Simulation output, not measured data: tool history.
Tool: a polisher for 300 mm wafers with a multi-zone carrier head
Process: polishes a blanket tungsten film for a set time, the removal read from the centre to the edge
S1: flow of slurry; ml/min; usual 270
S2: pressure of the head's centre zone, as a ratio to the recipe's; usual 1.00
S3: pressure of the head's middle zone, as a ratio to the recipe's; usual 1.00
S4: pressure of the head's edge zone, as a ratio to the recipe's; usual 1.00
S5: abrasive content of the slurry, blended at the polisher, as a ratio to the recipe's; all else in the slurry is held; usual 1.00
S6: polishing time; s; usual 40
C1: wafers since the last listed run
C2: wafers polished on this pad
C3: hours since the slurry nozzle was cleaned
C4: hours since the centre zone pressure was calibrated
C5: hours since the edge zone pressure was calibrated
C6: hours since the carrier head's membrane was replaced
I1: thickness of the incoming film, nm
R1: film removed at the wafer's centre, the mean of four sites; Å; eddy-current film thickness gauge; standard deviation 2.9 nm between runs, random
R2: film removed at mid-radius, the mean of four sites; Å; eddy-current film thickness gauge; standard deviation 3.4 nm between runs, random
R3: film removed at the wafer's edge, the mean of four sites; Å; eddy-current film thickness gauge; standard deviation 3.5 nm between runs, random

| run | hour | S1 | S2 | S3 | S4 | S5 | S6 | C1 | C2 | C3 | C4 | C5 | C6 | I1 | R1 | R2 | R3 |
|---|---|---|---|---|---|---|---|---|---|---|---|---|---|---|---|---|---|
| 1 | 0.0 | 270 | 1.00 | 1.00 | 1.00 | 1.00 | 40 | 0 | 5832 | 418.8 | 482.9 | 394.1 | 778.5 | 758.5 | 2087 | 2255 | 2328 |
|  | 13.8 | slurry nozzle cleaned |
| 2 | 34.7 | 185 | 1.00 | 0.91 | 1.00 | 1.00 | 40 | 429 | 6262 | 20.9 | 517.6 | 428.8 | 813.2 | 759.0 | 1988 | 2023 | 2303 |
|  | 51.5 | centre zone pressure recalibrated |
|  | 88.9 | worn pad replaced by a new one |
| 3 | 232.7 | 270 | 1.00 | 1.12 | 1.10 | 1.00 | 40 | 2449 | 1834 | 218.9 | 181.2 | 626.8 | 1011.2 | 770.0 | 2190 | 2553 | 2481 |
| 4 | 258.5 | 270 | 1.00 | 1.00 | 1.00 | 1.00 | 40 | 329 | 2164 | 244.7 | 207.0 | 652.6 | 1037.0 | 742.9 | 2237 | 2368 | 2422 |
| 5 | 311.7 | 270 | 1.00 | 1.00 | 1.00 | 1.00 | 40 | 678 | 2842 | 297.9 | 260.2 | 705.8 | 1090.2 | 764.6 | 2243 | 2418 | 2405 |
| 6 | 340.0 | 300 | 0.95 | 1.00 | 1.00 | 0.75 | 27 | 361 | 3204 | 326.2 | 288.5 | 734.1 | 1118.5 | 750.3 | 1343 | 1514 | 1510 |
| 7 | 367.3 | 270 | 1.00 | 0.92 | 1.00 | 1.00 | 53 | 348 | 3552 | 353.5 | 315.8 | 761.4 | 1145.8 | 758.7 | 2943 | 2938 | 3189 |
| 8 | 426.5 | 270 | 0.91 | 1.00 | 0.95 | 1.00 | 40 | 755 | 4307 | 412.7 | 375.0 | 820.6 | 1205.0 | 761.4 | 1942 | 2340 | 2257 |
| 9 | 450.8 | 270 | 1.00 | 0.88 | 1.09 | 0.85 | 27 | 310 | 4617 | 437.0 | 399.3 | 844.9 | 1229.3 | 755.0 | 1340 | 1340 | 1590 |
|  | 458.9 | slurry nozzle cleaned |
| 10 | 493.8 | 305 | 1.12 | 1.05 | 0.90 | 1.00 | 40 | 535 | 5153 | 34.9 | 442.3 | 887.9 | 1272.3 | 760.8 | 2323 | 2432 | 2290 |
| 11 | 555.0 | 270 | 1.00 | 1.00 | 1.00 | 1.00 | 40 | 780 | 5934 | 96.1 | 503.5 | 949.1 | 1333.5 | 757.3 | 2047 | 2340 | 2270 |
|  | 571.2 | carrier head's membrane replaced by a new one |
|  | 601.9 | worn pad replaced by a new one |
| 12 | 609.6 | 175 | 1.00 | 1.00 | 1.00 | 1.00 | 31 | 581 | 98 | 150.7 | 558.1 | 1003.7 | 38.4 | 758.0 | 1624 | 1758 | 1800 |
|  | 632.9 | edge zone pressure recalibrated |
| 13 | 642.3 | 185 | 1.00 | 1.00 | 1.00 | 1.00 | 40 | 391 | 490 | 183.4 | 590.8 | 9.4 | 71.1 | 769.0 | 2103 | 2287 | 2342 |
|  | 657.3 | centre zone pressure recalibrated |
| 14 | 675.9 | 270 | 1.00 | 1.00 | 1.00 | 1.25 | 40 | 403 | 893 | 217.0 | 18.6 | 43.0 | 104.7 | 751.3 | 2535 | 2535 | 2574 |
| 15 | 719.0 | 270 | 1.00 | 1.00 | 1.00 | 1.00 | 40 | 549 | 1443 | 260.1 | 61.7 | 86.1 | 147.8 | 761.3 | 2298 | 2395 | 2342 |
| 16 | 861.5 | 270 | 1.11 | 1.00 | 1.00 | 1.00 | 40 | 1818 | 3261 | 402.6 | 204.2 | 228.6 | 290.3 | 758.8 | 2434 | 2341 | 2408 |
| 17 | 888.7 | 295 | 0.94 | 1.00 | 1.00 | 1.10 | 40 | 347 | 3608 | 429.8 | 231.4 | 255.8 | 317.5 | 772.2 | 2103 | 2360 | 2426 |
| 18 | 939.5 | 340 | 0.93 | 1.00 | 1.00 | 0.75 | 40 | 648 | 4257 | 480.6 | 282.2 | 306.6 | 368.3 | 749.6 | 1903 | 2208 | 2258 |
| 19 | 997.6 | 240 | 1.09 | 1.00 | 1.00 | 1.00 | 40 | 741 | 4998 | 538.7 | 340.3 | 364.7 | 426.4 | 765.1 | 2226 | 2311 | 2317 |
|  | 1000.5 | slurry nozzle cleaned |
| 20 | 1027.7 | 270 | 1.00 | 1.00 | 1.00 | 1.00 | 40 | 371 | 5369 | 27.2 | 370.4 | 394.8 | 456.5 | 756.4 | 2006 | 2267 | 2294 |
| 21 | 1061.7 | 270 | 1.00 | 0.92 | 0.93 | 1.00 | 40 | 433 | 5803 | 61.2 | 404.4 | 428.8 | 490.5 | 760.3 | 2013 | 2067 | 2246 |

For each entry between runs, how does the tool's hidden state at the last listed run before it compare with that at the first listed run after it?
Runs 1 to 2: slurry nozzle cleaned (hour 13.8)
  removal rate lost through wear of the pad, %: 5.04 -> 5.76; deviation of the centre zone's pressure from its setpoint, %: -11.1 -> -11.2
  measured result minus the result with no hidden state, R1: -360 -> -365 Å; R2: -119 -> -123 Å; R3: -124 -> -141 Å
Runs 2 to 3: centre zone pressure recalibrated (hour 51.5); worn pad replaced by a new one (hour 88.9)
  removal rate lost through wear of the pad, %: 5.76 -> 0.976; deviation of the centre zone's pressure from its setpoint, %: -11.2 -> -7.76
  measured result minus the result with no hidden state, R1: -365 -> -191 Å; R2: -123 -> -24 Å; R3: -141 -> -25 Å
Runs 9 to 10: slurry nozzle cleaned (hour 458.9)
  removal rate lost through wear of the pad, %: 3.36 -> 4.07; deviation of the centre zone's pressure from its setpoint, %: -11.2 -> -11.5
  measured result minus the result with no hidden state, R1: -206 -> -382 Å; R2: -46 -> -102 Å; R3: -55 -> -98 Å
Runs 11 to 12: carrier head's membrane replaced by a new one (hour 571.2); worn pad replaced by a new one (hour 601.9)
  removal rate lost through wear of the pad, %: 5.23 -> 0.257; deviation of the centre zone's pressure from its setpoint, %: -11.9 -> -12.1
  measured result minus the result with no hidden state, R1: -378 -> -209 Å; R2: -128 -> -3 Å; R3: -125 -> -5 Å
Runs 12 to 13: edge zone pressure recalibrated (hour 632.9)
  removal rate lost through wear of the pad, %: 0.257 -> 0.291; deviation of the centre zone's pressure from its setpoint, %: -12.1 -> -12.2
  measured result minus the result with no hidden state, R1: -209 -> -274 Å; R2: -3 -> -5 Å; R3: -5 -> -7 Å
Runs 13 to 14: centre zone pressure recalibrated (hour 657.3)
  removal rate lost through wear of the pad, %: 0.291 -> 0.374; deviation of the centre zone's pressure from its setpoint, %: -12.2 -> -3.08
  measured result minus the result with no hidden state, R1: -274 -> -84 Å; R2: -5 -> -9 Å; R3: -7 -> -9 Å
Runs 19 to 20: slurry nozzle cleaned (hour 1000.5)
  removal rate lost through wear of the pad, %: 3.64 -> 4.18; deviation of the centre zone's pressure from its setpoint, %: -12.2 -> -12.6
  measured result minus the result with no hidden state, R1: -376 -> -361 Å; R2: -86 -> -98 Å; R3: -88 -> -100 Å

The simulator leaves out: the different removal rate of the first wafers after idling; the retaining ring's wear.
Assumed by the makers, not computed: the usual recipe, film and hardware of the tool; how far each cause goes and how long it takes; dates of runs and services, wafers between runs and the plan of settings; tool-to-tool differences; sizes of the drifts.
